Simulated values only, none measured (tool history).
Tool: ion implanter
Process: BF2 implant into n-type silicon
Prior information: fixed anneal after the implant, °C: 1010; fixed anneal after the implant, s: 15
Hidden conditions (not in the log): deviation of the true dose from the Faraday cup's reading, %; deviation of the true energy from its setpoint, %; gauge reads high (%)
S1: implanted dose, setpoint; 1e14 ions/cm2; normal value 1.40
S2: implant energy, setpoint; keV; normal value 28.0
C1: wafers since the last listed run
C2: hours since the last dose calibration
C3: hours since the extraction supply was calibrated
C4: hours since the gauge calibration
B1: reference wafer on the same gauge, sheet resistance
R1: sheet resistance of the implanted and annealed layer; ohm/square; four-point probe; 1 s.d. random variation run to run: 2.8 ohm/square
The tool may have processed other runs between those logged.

run,day,S1,S2,C1,C2,C3,C4,B1,R1
1,0.000,1.40,28.0,0,206.1,4847.0,1917.7,796.35,726.21
2,2.683,1.40,28.0,1305,270.5,4911.4,1982.1,795.70,728.03
3,3.950,1.40,28.0,616,300.9,4941.8,2012.5,795.81,725.03
4,5.142,1.40,28.0,579,329.5,4970.4,2041.1,796.03,724.77
5,7.100,1.40,28.0,952,376.5,5017.4,2088.1,795.62,724.59
6,8.246,1.40,28.0,557,404.0,5044.9,2115.6,796.07,719.77
7,11.042,1.40,28.0,1360,471.1,5112.0,2182.7,795.52,716.34
8,12.442,1.40,28.0,681,504.7,5145.6,2216.3,794.90,712.14
# day 14.892: gauge calibrated
9,15.300,1.40,28.0,1390,573.3,5214.2,9.8,795.14,712.16
10,18.183,1.40,28.0,1402,642.5,5283.4,79.0,795.83,717.69
11,21.021,1.40,25.5,1380,710.6,5351.5,147.1,796.56,720.24
12,23.371,1.40,25.5,1143,767.0,5407.9,203.5,796.97,715.60
13,25.325,1.40,25.5,950,813.9,5454.8,250.4,796.43,712.23
# day 27.438: extraction supply calibrated
14,27.521,1.40,28.0,906,866.6,2.0,303.1,796.09,706.66
15,30.358,1.40,28.0,1380,934.7,70.1,371.2,795.86,696.19
16,31.612,1.40,28.0,610,964.8,100.2,401.3,795.34,691.90
# day 32.150: Faraday cup replaced and dose calibrated
17,34.358,1.00,33.5,1173,53.0,166.1,467.2,796.30,923.05
18,36.392,1.12,28.0,989,101.8,214.9,516.0,795.80,874.27
19,38.579,1.05,28.0,1064,154.3,267.4,568.5,795.54,911.81
20,40.125,1.16,34.5,751,191.4,304.5,605.6,795.55,813.67
21,42.808,1.67,36.0,1305,255.8,368.9,670.0,795.74,603.97
22,44.892,1.69,37.5,1013,305.8,418.9,720.0,795.85,596.65
23,46.354,1.26,37.0,711,340.9,454.0,755.1,795.53,755.73
24,47.533,1.70,18.0,573,369.2,482.3,783.4,795.77,639.91
25,49.117,1.77,28.0,770,407.2,520.3,821.4,796.28,587.62
26,50.362,1.64,28.0,606,437.1,550.2,851.3,795.20,630.54
27,52.442,1.40,25.5,1011,487.0,600.1,901.2,796.30,723.08
28,53.529,1.68,36.0,529,513.1,626.2,927.3,795.56,597.28
29,55.542,1.20,23.5,978,561.4,674.5,975.6,797.12,827.34
30,58.012,1.61,28.0,1201,620.7,733.8,1034.9,795.95,630.65
31,59.825,1.02,19.5,881,664.2,777.3,1078.4,795.67,979.24
32,61.746,1.40,36.5,934,710.3,823.4,1124.5,795.05,677.10
# day 68.508: Faraday cup replaced and dose calibrated
33,69.488,1.54,35.0,3603,23.5,1009.2,1310.3,795.90,648.41
34,71.433,1.40,28.0,946,70.2,1055.9,1357.0,795.66,731.53
35,74.396,1.40,28.0,1441,141.3,1127.0,1428.1,796.04,725.34
36,75.608,1.66,28.0,589,170.4,1156.1,1457.2,796.61,628.39
37,76.754,1.40,28.0,557,197.9,1183.6,1484.7,796.59,727.22

4 ways to go on from here, each from the tool as it stands after run 37. What would each give?
A,76.771,1.40,28.0,8,198.3,1184.0,1485.1,?,?
B,76.771,1.10,35.5,8,198.3,1184.0,1485.1,?,?
C,76.771,1.17,32.0,8,198.3,1184.0,1485.1,?,?
D,76.771,1.12,32.5,8,198.3,1184.0,1485.1,?,?

run,B1,R1
A,795.88,724.46
B,795.88,849.09
C,795.88,821.36
D,795.88,848.62
Take away the tool's hidden state, keep each run's random variation, and the runs would have read:
run,R1
A,726.19
B,851.07
C,823.29
D,850.61
